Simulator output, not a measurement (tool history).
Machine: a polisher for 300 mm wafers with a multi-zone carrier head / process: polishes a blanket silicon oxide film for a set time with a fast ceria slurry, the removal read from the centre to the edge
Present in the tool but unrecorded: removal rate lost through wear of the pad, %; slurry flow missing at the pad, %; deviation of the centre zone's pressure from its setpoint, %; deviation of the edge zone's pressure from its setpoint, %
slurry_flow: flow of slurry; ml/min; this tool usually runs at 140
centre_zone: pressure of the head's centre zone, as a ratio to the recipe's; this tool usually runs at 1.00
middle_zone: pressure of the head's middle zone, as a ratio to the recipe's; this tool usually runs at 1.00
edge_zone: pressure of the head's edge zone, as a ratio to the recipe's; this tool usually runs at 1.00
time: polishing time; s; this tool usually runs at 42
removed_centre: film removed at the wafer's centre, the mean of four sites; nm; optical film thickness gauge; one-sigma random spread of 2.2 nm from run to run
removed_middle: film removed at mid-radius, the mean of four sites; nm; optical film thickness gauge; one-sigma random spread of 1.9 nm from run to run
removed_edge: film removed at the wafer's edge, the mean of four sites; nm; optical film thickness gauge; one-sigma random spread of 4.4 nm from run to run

run	hour	slurry_flow	centre_zone	middle_zone	edge_zone	time	wafers since the last listed run	wafers polished on this pad	hours since the slurry nozzle was cleaned	hours since the centre zone pressure was calibrated	hours since the edge zone pressure was calibrated	hours since the carrier head's membrane was replaced	incoming thickness of the incoming film, nm	removed_centre	removed_middle	removed_edge
1	0.0	140	1.00	1.00	1.00	42	0	367	99.1	16.3	1402.9	494.5	2520.2	301.3	290.1	303.4
2	11.1	140	1.00	1.00	0.90	42	136	504	110.2	27.4	1414.0	505.6	2507.0	303.6	291.6	284.2
3	24.9	140	1.00	1.00	1.00	42	170	674	124.0	41.2	1427.8	519.4	2560.1	302.9	285.7	294.8
# hour 27.1: edge zone pressure recalibrated
# hour 34.4: carrier head's membrane replaced by a new one
4	36.5	120	1.00	1.00	1.00	42	56	731	135.6	52.8	9.4	2.1	2548.1	285.9	274.3	291.0
5	50.6	140	1.00	1.04	1.06	50	173	904	149.7	66.9	23.5	16.2	2536.2	351.8	345.4	360.9
6	62.9	120	1.00	1.00	1.00	57	151	1056	162.0	79.2	35.8	28.5	2581.0	385.7	367.7	382.6
# hour 74.5: worn pad replaced by a new one
7	75.0	140	1.00	1.00	1.00	42	99	5	174.1	91.3	47.9	40.6	2533.9	310.8	294.9	310.7
8	80.3	125	1.00	1.00	1.00	33	65	71	179.4	96.6	53.2	45.9	2569.4	241.9	226.4	240.8
9	90.5	140	1.00	1.00	0.89	42	125	196	189.6	106.8	63.4	56.1	2595.7	309.6	293.7	288.8
10	99.1	140	0.92	1.00	1.00	42	105	302	198.2	115.4	72.0	64.7	2531.2	284.7	292.6	307.3
11	113.0	140	1.00	1.00	0.90	42	171	474	212.1	129.3	85.9	78.6	2569.1	306.2	288.7	294.3
12	132.3	140	1.00	1.00	1.00	42	237	712	231.4	148.6	105.2	97.9	2567.5	303.5	286.9	295.6
13	141.7	140	1.00	1.00	1.00	35	115	827	240.8	158.0	114.6	107.3	2544.1	250.8	237.1	248.0
14	152.7	175	0.96	0.94	0.91	42	135	963	251.8	169.0	125.6	118.3	2563.4	299.9	282.9	288.0
15	160.5	95	1.12	1.00	1.00	42	96	1059	259.6	176.8	133.4	126.1	2533.3	306.6	264.1	273.3
16	177.5	140	1.00	0.94	1.05	35	209	1268	276.6	193.8	150.4	143.1	2526.2	245.0	223.0	245.3
17	192.1	180	1.00	1.00	0.96	42	179	1448	291.2	208.4	165.0	157.7	2544.0	304.7	288.9	301.1
# hour 207.8: worn pad replaced by a new one
18	208.3	140	1.00	1.00	1.00	42	150	6	307.4	224.6	181.2	173.9	2530.7	313.3	297.3	305.0
19	221.1	140	0.92	1.00	1.00	42	157	164	320.2	237.4	194.0	186.7	2562.6	283.5	292.7	307.5
20	233.1	140	1.00	1.00	1.07	42	147	311	332.2	249.4	206.0	198.7	2547.6	309.0	289.3	307.8
21	246.7	140	1.03	0.89	0.92	49	167	479	345.8	263.0	219.6	212.3	2552.8	366.5	316.6	333.4
22	257.1	140	1.00	1.00	1.00	37	128	607	356.2	273.4	230.0	222.7	2567.2	263.4	253.9	267.5
23	263.5	140	1.00	1.00	1.00	42	78	686	362.6	279.8	236.4	229.1	2558.5	302.6	283.1	301.9

Alternative continuations, all from the tool just after run 23; predict every row:
A	263.9	140	1.00	1.00	1.00	48	4	691	363.0	280.2	236.8	229.5	2555.4	?	?	?
B	263.9	140	1.00	1.09	1.00	42	4	691	363.0	280.2	236.8	229.5	2555.4	?	?	?
C	263.9	140	1.00	1.07	1.00	42	4	691	363.0	280.2	236.8	229.5	2555.4	?	?	?

run	removed_centre	removed_middle	removed_edge
A	339.6	328.1	340.6
B	297.3	304.3	297.8
C	297.3	300.5	297.8
What these runs would have given with no unlogged condition in the tool:
run	removed_centre	removed_middle	removed_edge
A	353.4	341.4	354.5
B	309.4	316.6	309.9
C	309.4	312.7	309.9
